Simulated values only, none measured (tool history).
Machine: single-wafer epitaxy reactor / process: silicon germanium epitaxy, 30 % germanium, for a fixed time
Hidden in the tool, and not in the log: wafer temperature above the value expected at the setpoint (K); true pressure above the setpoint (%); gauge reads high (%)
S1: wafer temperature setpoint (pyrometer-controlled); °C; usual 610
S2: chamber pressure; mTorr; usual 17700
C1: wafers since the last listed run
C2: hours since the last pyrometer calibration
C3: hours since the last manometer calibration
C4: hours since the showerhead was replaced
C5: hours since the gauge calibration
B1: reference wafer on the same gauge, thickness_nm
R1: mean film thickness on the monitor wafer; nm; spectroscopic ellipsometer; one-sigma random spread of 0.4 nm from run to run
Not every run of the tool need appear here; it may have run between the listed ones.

Run 1, hour 0.0: usual settings; C1 0; C2 1320.1; C3 733.1; C4 3439.6; C5 229.6; B1 89.530. Result: R1 77.526 nm.
At hour 10.9: pyrometer calibrated.
Run 2, hour 29.5: usual settings; C1 273; C2 18.6; C3 762.6; C4 3469.1; C5 259.1; B1 89.416. Result: R1 77.611 nm.
Run 3, hour 59.1: usual settings; C1 376; C2 48.2; C3 792.2; C4 3498.7; C5 288.7; B1 89.558. Result: R1 77.438 nm.
Run 4, hour 128.3: usual settings; C1 881; C2 117.4; C3 861.4; C4 3567.9; C5 357.9; B1 89.760. Result: R1 77.988 nm.
Run 5, hour 171.4: usual settings; C1 548; C2 160.5; C3 904.5; C4 3611.0; C5 401.0; B1 89.509. Result: R1 77.069 nm.
Run 6, hour 215.0: usual settings; C1 555; C2 204.1; C3 948.1; C4 3654.6; C5 444.6; B1 89.588. Result: R1 77.737 nm.
Run 7, hour 272.4: usual settings but S2 20600 mTorr; C1 730; C2 261.5; C3 1005.5; C4 3712.0; C5 502.0; B1 89.606. Result: R1 80.789 nm.
Run 8, hour 338.2: usual settings but S1 614 °C, S2 14700 mTorr; C1 837; C2 327.3; C3 1071.3; C4 3777.8; C5 567.8; B1 89.399. Result: R1 80.543 nm.
Run 9, hour 368.3: usual settings but S1 614 °C, S2 14700 mTorr; C1 383; C2 357.4; C3 1101.4; C4 3807.9; C5 597.9; B1 89.321. Result: R1 80.306 nm.
Run 10, hour 411.7: usual settings but S1 614 °C, S2 14700 mTorr; C1 552; C2 400.8; C3 1144.8; C4 3851.3; C5 641.3; B1 89.428. Result: R1 79.161 nm.
At hour 574.5: capacitance manometer re-zeroed and calibrated.
Run 11, hour 606.3: usual settings; C1 2375; C2 595.4; C3 31.8; C4 4045.9; C5 835.9; B1 89.365. Result: R1 77.651 nm.
Run 12, hour 669.3: usual settings; C1 802; C2 658.4; C3 94.8; C4 4108.9; C5 898.9; B1 89.542. Result: R1 76.605 nm.
Run 13, hour 728.6: usual settings; C1 754; C2 717.7; C3 154.1; C4 4168.2; C5 958.2; B1 89.539. Result: R1 76.985 nm.
Run 14, hour 774.7: usual settings but S1 616 °C, S2 19600 mTorr; C1 586; C2 763.8; C3 200.2; C4 4214.3; C5 1004.3; B1 89.590. Result: R1 90.039 nm.
Run 15, hour 811.7: usual settings but S1 616 °C, S2 19600 mTorr; C1 471; C2 800.8; C3 237.2; C4 4251.3; C5 1041.3; B1 89.661. Result: R1 89.536 nm.
Run 16, hour 875.1: usual settings; C1 807; C2 864.2; C3 300.6; C4 4314.7; C5 1104.7; B1 89.651. Result: R1 77.483 nm.
Run 17, hour 927.3: usual settings but S1 601 °C, S2 21300 mTorr; C1 664; C2 916.4; C3 352.8; C4 4366.9; C5 1156.9; B1 89.549. Result: R1 68.111 nm.
Run 18, hour 986.3: usual settings but S1 617 °C, S2 13900 mTorr; C1 751; C2 975.4; C3 411.8; C4 4425.9; C5 1215.9; B1 89.281. Result: R1 83.346 nm.
Run 19, hour 1012.8: usual settings but S1 618 °C, S2 18900 mTorr; C1 337; C2 1001.9; C3 438.3; C4 4452.4; C5 1242.4; B1 89.512. Result: R1 91.739 nm.
Run 20, hour 1037.3: usual settings but S1 614 °C, S2 20200 mTorr; C1 311; C2 1026.4; C3 462.8; C4 4476.9; C5 1266.9; B1 89.415. Result: R1 86.518 nm.
Run 21, hour 1082.3: usual settings but S1 614 °C, S2 14700 mTorr; C1 572; C2 1071.4; C3 507.8; C4 4521.9; C5 1311.9; B1 89.550. Result: R1 79.987 nm.
At hour 1183.7: pyrometer calibrated.
Run 22, hour 1184.6: usual settings but S2 21100 mTorr; C1 1200; C2 0.9; C3 610.1; C4 4624.2; C5 1414.2; B1 89.415. Result: R1 81.689 nm.
At hour 1216.7: showerhead replaced.
At hour 1237.5: gauge calibrated.
Run 23, hour 1252.7: usual settings but S2 20900 mTorr; C1 765; C2 69.0; C3 678.2; C4 36.0; C5 15.2; B1 89.379. Result: R1 80.625 nm.
Run 24, hour 1297.2: usual settings; C1 566; C2 113.5; C3 722.7; C4 80.5; C5 59.7; B1 89.389. Result: R1 77.789 nm.
Run 25, hour 1351.6: usual settings; C1 692; C2 167.9; C3 777.1; C4 134.9; C5 114.1; B1 89.547. Result: R1 76.977 nm.
Run 26, hour 1432.5: usual settings but S1 623 °C, S2 14400 mTorr; C1 1029; C2 248.8; C3 858.0; C4 215.8; C5 195.0; B1 89.603. Result: R1 94.214 nm.
Run 27, hour 1502.0: usual settings but S1 622 °C; C1 884; C2 318.3; C3 927.5; C4 285.3; C5 264.5; B1 89.472. Result: R1 97.868 nm.
Run 28, hour 1528.1: usual settings but S1 601 °C, S2 21100 mTorr; C1 332; C2 344.4; C3 953.6; C4 311.4; C5 290.6; B1 89.585. Result: R1 67.671 nm.
Run 29, hour 1577.8: usual settings; C1 632; C2 394.1; C3 1003.3; C4 361.1; C5 340.3; B1 89.226. Result: R1 77.216 nm.
Run 30, hour 1647.3: usual settings but S1 600 °C; C1 884; C2 463.6; C3 1072.8; C4 430.6; C5 409.8; B1 89.346. Result: R1 64.465 nm.

Below are 5 alternative next runs, each starting from the tool's condition after run 30. Predict each:
Run A, hour 1647.7: usual settings but S1 603 °C; C1 5; C2 464.0; C3 1073.2; C4 431.0; C5 410.2; B1 ?. Result: R1 ?.
Run B, hour 1647.7: usual settings but S1 597 °C, S2 13400 mTorr; C1 5; C2 464.0; C3 1073.2; C4 431.0; C5 410.2; B1 ?. Result: R1 ?.
Run C, hour 1647.7: usual settings but S1 616 °C, S2 14300 mTorr; C1 5; C2 464.0; C3 1073.2; C4 431.0; C5 410.2; B1 ?. Result: R1 ?.
Run D, hour 1647.7: usual settings but S1 623 °C, S2 16400 mTorr; C1 5; C2 464.0; C3 1073.2; C4 431.0; C5 410.2; B1 ?. Result: R1 ?.
Run E, hour 1647.7: usual settings but S2 16300 mTorr; C1 5; C2 464.0; C3 1073.2; C4 431.0; C5 410.2; B1 ?. Result: R1 ?.

run      B1      R1
  A  89.323  67.561
  B  89.323  55.963
  C  89.323  82.515
  D  89.323  97.492
  E  89.323  75.892
With no hidden state in the tool, these same runs would have given:
run      R1
  A  67.561
  B  55.963
  C  82.515
  D  97.492
  E  75.892
